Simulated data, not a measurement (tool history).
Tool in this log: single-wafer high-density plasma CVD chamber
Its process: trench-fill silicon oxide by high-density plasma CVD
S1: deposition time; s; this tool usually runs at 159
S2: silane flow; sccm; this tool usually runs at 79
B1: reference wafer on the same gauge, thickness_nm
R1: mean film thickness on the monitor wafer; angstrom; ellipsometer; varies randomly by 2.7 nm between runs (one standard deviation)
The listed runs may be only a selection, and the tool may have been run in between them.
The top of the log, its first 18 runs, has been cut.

run	hour	S1	S2	B1	R1
19	1012.6	159	71	1209.965	11733.37
20	1062.8	133	64	1209.962	9098.93
21	1097.7	159	79	1210.697	12698.67
22	1133.2	134	79	1210.451	10760.98
23	1171.7	129	68	1209.968	9238.6
24	1218.5	147	72	1209.953	10980.59
25	1276.7	159	93	1209.523	14538.46
26	1318.7	168	71	1209.549	12393.51
# hour 1353.6: silane flow controller replaced
27	1354.1	159	79	1209.677	12748.76
28	1406.5	169	73	1209.548	12755.46
29	1471	135	86	1210.554	11534.02
# hour 1517.6: gauge calibrated
30	1541	144	72	1210.154	10776.19
31	1573	179	85	1208.967	15126.4
32	1633.8	180	68	1209.573	12923
33	1822.2	129	71	1210.469	9562.86
34	1893.9	159	90	1209.505	14142.75
35	1938.1	136	64	1208.812	9317.48
36	2004.8	159	79	1210.277	12782.97
37	2031.9	140	79	1209.742	11193.23
38	2087.5	159	79	1210.86	12748.74

Below are 5 alternative next runs, each starting from the tool's condition after run 38. Predict each:
A	2087.9	159	79	?	?
B	2087.9	172	71	?	?
C	2087.9	179	84	?	?
D	2087.9	159	91	?	?
E	2087.9	171	94	?	?

run	B1	R1
A	1209.504	12746.16
B	1209.504	12719.46
C	1209.504	15044.66
D	1209.504	14228.24
E	1209.504	15700.55
Without the tool's hidden state the same runs would have given:
run	R1
A	12746.16
B	12719.46
C	15044.66
D	14228.24
E	15700.55

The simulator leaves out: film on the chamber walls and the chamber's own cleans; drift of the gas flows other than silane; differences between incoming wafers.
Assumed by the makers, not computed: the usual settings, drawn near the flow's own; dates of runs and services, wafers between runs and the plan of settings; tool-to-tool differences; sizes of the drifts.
